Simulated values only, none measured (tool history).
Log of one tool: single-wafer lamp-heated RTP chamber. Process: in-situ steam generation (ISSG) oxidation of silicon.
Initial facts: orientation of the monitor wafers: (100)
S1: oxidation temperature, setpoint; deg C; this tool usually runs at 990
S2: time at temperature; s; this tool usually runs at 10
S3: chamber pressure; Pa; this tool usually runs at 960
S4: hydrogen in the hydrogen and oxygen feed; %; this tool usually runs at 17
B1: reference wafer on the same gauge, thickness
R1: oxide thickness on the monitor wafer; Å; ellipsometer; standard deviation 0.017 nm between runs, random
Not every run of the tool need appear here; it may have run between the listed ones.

run 1 hour=0.0 | S1=990 S2=10 S3=960 S4=17 | B1=3.591 | R1=37.48
run 2 hour=11.5 | S1=990 S2=13 S3=960 S4=17 | B1=3.586 | R1=41.33
run 3 hour=19.5 | S1=990 S2=13 S3=960 S4=17 | B1=3.591 | R1=41.56
run 4 hour=34.8 | S1=990 S2=10 S3=960 S4=17 | B1=3.586 | R1=37.14
run 5 hour=45.4 | S1=990 S2=10 S3=960 S4=17 | B1=3.589 | R1=37.39
run 6 hour=82.1 | S1=990 S2=11 S3=960 S4=23 | B1=3.591 | R1=42.10
run 7 hour=92.7 | S1=990 S2=11 S3=960 S4=23 | B1=3.589 | R1=42.09
run 8 hour=105.2 | S1=990 S2=11 S3=960 S4=23 | B1=3.588 | R1=41.90
-- hour=124.8 hydrogen flow controller replaced
run 9 hour=125.3 | S1=990 S2=10 S3=960 S4=17 | B1=3.595 | R1=37.30
run 10 hour=129.5 | S1=990 S2=10 S3=960 S4=17 | B1=3.595 | R1=37.55
run 11 hour=146.5 | S1=990 S2=10 S3=960 S4=17 | B1=3.591 | R1=37.85
-- hour=154.4 gauge calibrated
run 12 hour=159.1 | S1=990 S2=10 S3=960 S4=17 | B1=3.588 | R1=37.54
-- hour=174.0 pressure gauge zeroed
run 13 hour=175.4 | S1=990 S2=10 S3=960 S4=17 | B1=3.593 | R1=37.80
run 14 hour=197.1 | S1=990 S2=11 S3=1093 S4=21 | B1=3.586 | R1=41.53
run 15 hour=204.1 | S1=990 S2=13 S3=920 S4=14 | B1=3.590 | R1=40.63
-- hour=221.8 pyrometer window cleaned and pyrometer calibrated
run 16 hour=222.3 | S1=990 S2=11 S3=920 S4=17 | B1=3.590 | R1=38.11
run 17 hour=233.8 | S1=990 S2=10 S3=960 S4=17 | B1=3.589 | R1=36.63
run 18 hour=248.4 | S1=971 S2=10 S3=1067 S4=17 | B1=3.589 | R1=34.86
run 19 hour=259.7 | S1=1000 S2=13 S3=1080 S4=11 | B1=3.595 | R1=38.72
run 20 hour=265.9 | S1=990 S2=10 S3=960 S4=20 | B1=3.591 | R1=38.10
run 21 hour=280.1 | S1=972 S2=13 S3=1080 S4=17 | B1=3.591 | R1=39.09
run 22 hour=295.7 | S1=990 S2=9 S3=960 S4=20 | B1=3.595 | R1=36.70
run 23 hour=306.0 | S1=990 S2=7 S3=960 S4=24 | B1=3.590 | R1=35.03
run 24 hour=320.9 | S1=990 S2=10 S3=960 S4=17 | B1=3.593 | R1=36.76
run 25 hour=331.9 | S1=983 S2=10 S3=1093 S4=12 | B1=3.591 | R1=33.46
run 26 hour=343.8 | S1=990 S2=10 S3=960 S4=17 | B1=3.591 | R1=36.83
-- hour=344.6 gauge calibrated
run 27 hour=357.2 | S1=990 S2=10 S3=960 S4=11 | B1=3.587 | R1=33.13

Branching from run 27: 5 alternative next runs. What would each branch give?
run A hour=357.6 | S1=978 S2=10 S3=960 S4=17 | B1=? | R1=?
run B hour=357.6 | S1=976 S2=10 S3=1093 S4=17 | B1=? | R1=?
run C hour=357.6 | S1=990 S2=9 S3=960 S4=11 | B1=? | R1=?
run D hour=357.6 | S1=997 S2=10 S3=920 S4=17 | B1=? | R1=?
run E hour=357.6 | S1=1000 S2=7 S3=1080 S4=14 | B1=? | R1=?

run=A B1=3.590 R1=35.99
run=B B1=3.590 R1=35.92
run=C B1=3.590 R1=32.03
run=D B1=3.590 R1=37.92
run=E B1=3.590 R1=31.62
What these runs would have given with no unlogged condition in the tool:
run=A R1=35.83
run=B R1=35.77
run=C R1=31.89
run=D R1=37.74
run=E R1=31.48
